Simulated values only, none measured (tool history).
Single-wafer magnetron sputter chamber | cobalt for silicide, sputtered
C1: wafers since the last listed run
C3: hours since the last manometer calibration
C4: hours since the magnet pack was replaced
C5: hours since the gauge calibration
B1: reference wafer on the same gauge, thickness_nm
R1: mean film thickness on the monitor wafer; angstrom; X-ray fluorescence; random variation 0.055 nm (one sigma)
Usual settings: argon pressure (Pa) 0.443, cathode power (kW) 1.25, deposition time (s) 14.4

Run 1, hour 0: usual settings; C1 0; wafers on the sputter target 1441; C3 1809.6; C4 4030.7; C5 762.2; B1 8.613. Result: R1 95.13 angstrom.
Run 2, hour 90.2: usual settings but deposition time (s) 15.8; C1 3952; wafers on the sputter target 5393; C3 1899.8; C4 4120.9; C5 852.4; B1 8.607. Result: R1 100.95 angstrom.
At hour 177.2: sputter target and shields replaced.
Run 3, hour 177.7: usual settings but deposition time (s) 15.8; C1 3483; wafers on the sputter target 21; C3 1987.3; C4 4208.4; C5 939.9; B1 8.605. Result: R1 103.99 angstrom.
Run 4, hour 224.5: usual settings but argon pressure (Pa) 0.35; C1 2050; wafers on the sputter target 2072; C3 2034.1; C4 4255.2; C5 986.7; B1 8.605. Result: R1 98.01 angstrom.
At hour 396.4: sputter target and shields replaced.
Run 5, hour 396.9: usual settings but argon pressure (Pa) 0.35; C1 7203; wafers on the sputter target 21; C3 2206.5; C4 4427.6; C5 1159.1; B1 8.607. Result: R1 97.76 angstrom.
At hour 411.2: magnet pack replaced.
Run 6, hour 448.5: usual settings but argon pressure (Pa) 0.36; C1 1910; wafers on the sputter target 1931; C3 2258.1; C4 37.3; C5 1210.7; B1 8.621. Result: R1 97.85 angstrom.
Run 7, hour 525.8: usual settings but argon pressure (Pa) 0.36; C1 3387; wafers on the sputter target 5318; C3 2335.4; C4 114.6; C5 1288; B1 8.615. Result: R1 94.64 angstrom.
At hour 536.3: gauge calibrated.
Run 8, hour 575.9: usual settings but argon pressure (Pa) 0.51, cathode power (kW) 1; C1 2195; wafers on the sputter target 7513; C3 2385.5; C4 164.7; C5 39.6; B1 8.613. Result: R1 70.56 angstrom.
At hour 590: sputter target and shields replaced.
At hour 595.1: capacitance manometer re-zeroed and calibrated.
Run 9, hour 622.5: usual settings but argon pressure (Pa) 0.36; C1 1468; wafers on the sputter target 1200; C3 27.4; C4 211.3; C5 86.2; B1 8.607. Result: R1 96.88 angstrom.
Run 10, hour 701.8: usual settings; C1 3474; wafers on the sputter target 4675; C3 106.7; C4 290.6; C5 165.5; B1 8.607. Result: R1 90.8 angstrom.
Run 11, hour 740: usual settings; C1 1673; wafers on the sputter target 6348; C3 144.9; C4 328.8; C5 203.7; B1 8.61. Result: R1 90.73 angstrom.
At hour 779.9: sputter target and shields replaced.
Run 12, hour 793.5: usual settings but cathode power (kW) 1.15; C1 1993; wafers on the sputter target 594; C3 198.4; C4 382.3; C5 257.2; B1 8.615. Result: R1 87.05 angstrom.
Run 13, hour 894: usual settings but argon pressure (Pa) 0.584, cathode power (kW) 1.15, deposition time (s) 12.6; C1 4403; wafers on the sputter target 4998; C3 298.9; C4 482.8; C5 357.7; B1 8.622. Result: R1 69.63 angstrom.
At hour 984: sputter target and shields replaced.
Run 14, hour 997.6: usual settings but argon pressure (Pa) 0.279, cathode power (kW) 1.45, deposition time (s) 12.4; C1 4188; wafers on the sputter target 597; C3 402.5; C4 586.4; C5 461.3; B1 8.605. Result: R1 100.66 angstrom.

The same runs without the tool's hidden state, with the same run-to-run variation:
The hidden state here: deposition rate above that of a new target (%); true argon pressure above the setpoint (%); gauge reads high (%).
run      R1
  1   95.48
  2  103.74
  3  104.52
  4   98.88
  5   98.11
  6   98.65
  7   97.69
  8    74.8
  9   97.78
 10   93.42
 11   94.95
 12   87.13
 13    71.2
 14  100.85
